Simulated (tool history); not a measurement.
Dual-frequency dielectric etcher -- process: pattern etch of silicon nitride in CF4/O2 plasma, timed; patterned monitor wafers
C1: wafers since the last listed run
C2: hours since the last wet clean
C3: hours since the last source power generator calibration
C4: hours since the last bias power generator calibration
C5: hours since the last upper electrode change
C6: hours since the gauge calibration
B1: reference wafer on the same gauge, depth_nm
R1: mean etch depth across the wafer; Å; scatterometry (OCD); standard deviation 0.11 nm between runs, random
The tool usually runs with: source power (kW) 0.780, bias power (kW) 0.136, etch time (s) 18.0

Run 1, day 0.000: usual settings; C1 0; C2 161.1; C3 3322.6; C4 1026.2; C5 5621.8; C6 1423.0; B1 41.60. Result: R1 440.1 Å.
Run 2, day 1.338: usual settings; C1 375; C2 193.2; C3 3354.7; C4 1058.3; C5 5653.9; C6 1455.1; B1 41.61. Result: R1 442.6 Å.
Run 3, day 2.788: usual settings; C1 407; C2 228.0; C3 3389.5; C4 1093.1; C5 5688.7; C6 1489.9; B1 41.57. Result: R1 440.0 Å.
Run 4, day 4.462: usual settings; C1 470; C2 268.2; C3 3429.7; C4 1133.3; C5 5728.9; C6 1530.1; B1 41.61. Result: R1 441.5 Å.
Run 5, day 6.279: usual settings but source power (kW) 0.730, bias power (kW) 0.145; C1 510; C2 311.8; C3 3473.3; C4 1176.9; C5 5772.5; C6 1573.7; B1 41.59. Result: R1 421.1 Å.
Run 6, day 7.454: usual settings; C1 330; C2 340.0; C3 3501.5; C4 1205.1; C5 5800.7; C6 1601.9; B1 41.61. Result: R1 441.9 Å.
Run 7, day 10.367: usual settings; C1 818; C2 409.9; C3 3571.4; C4 1275.0; C5 5870.6; C6 1671.8; B1 41.60. Result: R1 440.8 Å.
At day 15.312: wet clean of the chamber.
At day 15.846: gauge calibrated.
Run 8, day 19.225: usual settings but bias power (kW) 0.145; C1 2207; C2 93.9; C3 3784.0; C4 1487.6; C5 6083.2; C6 81.1; B1 41.58. Result: R1 454.9 Å.
Run 9, day 21.992: usual settings but bias power (kW) 0.145; C1 777; C2 160.3; C3 3850.4; C4 1554.0; C5 6149.6; C6 147.5; B1 41.60. Result: R1 458.0 Å.
Run 10, day 24.862: usual settings but etch time (s) 15.0; C1 806; C2 229.2; C3 3919.3; C4 1622.9; C5 6218.5; C6 216.4; B1 41.60. Result: R1 368.9 Å.
Run 11, day 26.946: usual settings; C1 585; C2 279.2; C3 3969.3; C4 1672.9; C5 6268.5; C6 266.4; B1 41.60. Result: R1 444.5 Å.
At day 29.350: upper electrode replaced.
Run 12, day 29.621: usual settings but source power (kW) 0.690, bias power (kW) 0.151, etch time (s) 21.5; C1 470; C2 343.4; C3 4033.5; C4 1737.1; C5 6.5; C6 330.6; B1 41.61. Result: R1 486.5 Å.
Run 13, day 31.567: usual settings but etch time (s) 14.5; C1 546; C2 390.1; C3 4080.2; C4 1783.8; C5 53.2; C6 377.3; B1 41.60. Result: R1 357.4 Å.
At day 32.158: source power generator calibrated.
At day 32.862: wet clean of the chamber.
Run 14, day 33.467: usual settings but source power (kW) 0.710; C1 289; C2 14.5; C3 31.4; C4 1829.4; C5 98.8; C6 422.9; B1 41.60. Result: R1 403.5 Å.
Run 15, day 34.746: usual settings; C1 359; C2 45.2; C3 62.1; C4 1860.1; C5 129.5; C6 453.6; B1 41.59. Result: R1 445.4 Å.
Run 16, day 36.196: usual settings but source power (kW) 0.620, bias power (kW) 0.155, etch time (s) 15.5; C1 407; C2 80.0; C3 96.9; C4 1894.9; C5 164.3; C6 488.4; B1 41.61. Result: R1 317.1 Å.
Run 17, day 39.192: usual settings; C1 841; C2 151.9; C3 168.8; C4 1966.8; C5 236.2; C6 560.3; B1 41.61. Result: R1 447.0 Å.
At day 40.746: bias power generator calibrated.
Run 18, day 40.938: usual settings but etch time (s) 23.0; C1 443; C2 193.8; C3 210.7; C4 4.6; C5 278.1; C6 602.2; B1 41.60. Result: R1 557.1 Å.
Run 19, day 43.804: usual settings but source power (kW) 0.920, bias power (kW) 0.102, etch time (s) 23.0; C1 805; C2 262.6; C3 279.5; C4 73.4; C5 346.9; C6 671.0; B1 41.60. Result: R1 587.6 Å.
Run 20, day 44.858: usual settings but source power (kW) 0.620, etch time (s) 22.0; C1 296; C2 287.9; C3 304.8; C4 98.7; C5 372.2; C6 696.3; B1 41.60. Result: R1 414.9 Å.
Run 21, day 47.162: usual settings but bias power (kW) 0.110, etch time (s) 23.5; C1 647; C2 343.2; C3 360.1; C4 154.0; C5 427.5; C6 751.6; B1 41.57. Result: R1 522.2 Å.
Run 22, day 48.888: usual settings but source power (kW) 0.890; C1 484; C2 384.6; C3 401.5; C4 195.4; C5 468.9; C6 793.0; B1 41.61. Result: R1 501.4 Å.
Run 23, day 51.742: usual settings but source power (kW) 0.880, bias power (kW) 0.168, etch time (s) 23.0; C1 801; C2 453.1; C3 470.0; C4 263.9; C5 537.4; C6 861.5; B1 41.60. Result: R1 691.0 Å.
At day 54.333: wet clean of the chamber.
Run 24, day 54.600: usual settings but source power (kW) 0.920, etch time (s) 12.5; C1 522; C2 6.4; C3 538.6; C4 332.5; C5 606.0; C6 930.1; B1 41.61. Result: R1 359.6 Å.
Run 25, day 56.217: usual settings but bias power (kW) 0.110, etch time (s) 23.5; C1 454; C2 45.2; C3 577.4; C4 371.3; C5 644.8; C6 968.9; B1 41.61. Result: R1 523.7 Å.
Run 26, day 57.238: usual settings but source power (kW) 0.910, bias power (kW) 0.107, etch time (s) 20.0; C1 286; C2 69.7; C3 601.9; C4 395.8; C5 669.3; C6 993.4; B1 41.60. Result: R1 518.7 Å.
Run 27, day 58.729: usual settings; C1 419; C2 105.5; C3 637.7; C4 431.6; C5 705.1; C6 1029.2; B1 41.61. Result: R1 436.6 Å.
Run 28, day 61.629: usual settings but etch time (s) 14.0; C1 814; C2 175.1; C3 707.3; C4 501.2; C5 774.7; C6 1098.8; B1 41.57. Result: R1 341.4 Å.
Run 29, day 62.846: usual settings but source power (kW) 0.620; C1 341; C2 204.3; C3 736.5; C4 530.4; C5 803.9; C6 1128.0; B1 41.60. Result: R1 340.5 Å.
Run 30, day 65.429: usual settings but source power (kW) 0.710, bias power (kW) 0.111, etch time (s) 14.5; C1 725; C2 266.3; C3 798.5; C4 592.4; C5 865.9; C6 1190.0; B1 41.62. Result: R1 293.1 Å.

Difference, measured minus no-hidden-state, one row per run. Run-to-run variation is common to both terms; the gauge's own scatter need not be:
Hidden state at play: etch rate over this chamber's usual, %; source power that arrives over what is set, %; bias power that arrives over what is set, %; gauge reads high (%).
run    R1
  1  +4.2
  2  +4.4
  3  +4.5
  4  +4.7
  5  +4.9
  6  +5.1
  7  +5.5
  8  +6.8
  9  +7.2
 10  +6.0
 11  +7.4
 12  +8.8
 13  +6.4
 14  +7.5
 15  +8.4
 16  +6.4
 17  +9.0
 18  -1.9
 19  -1.4
 20  -1.0
 21  -0.8
 22  -0.6
 23  -0.3
 24  +0.1
 25  +0.4
 26  +0.5
 27  +0.7
 28  +0.8
 29  +0.9
 30  +1.0
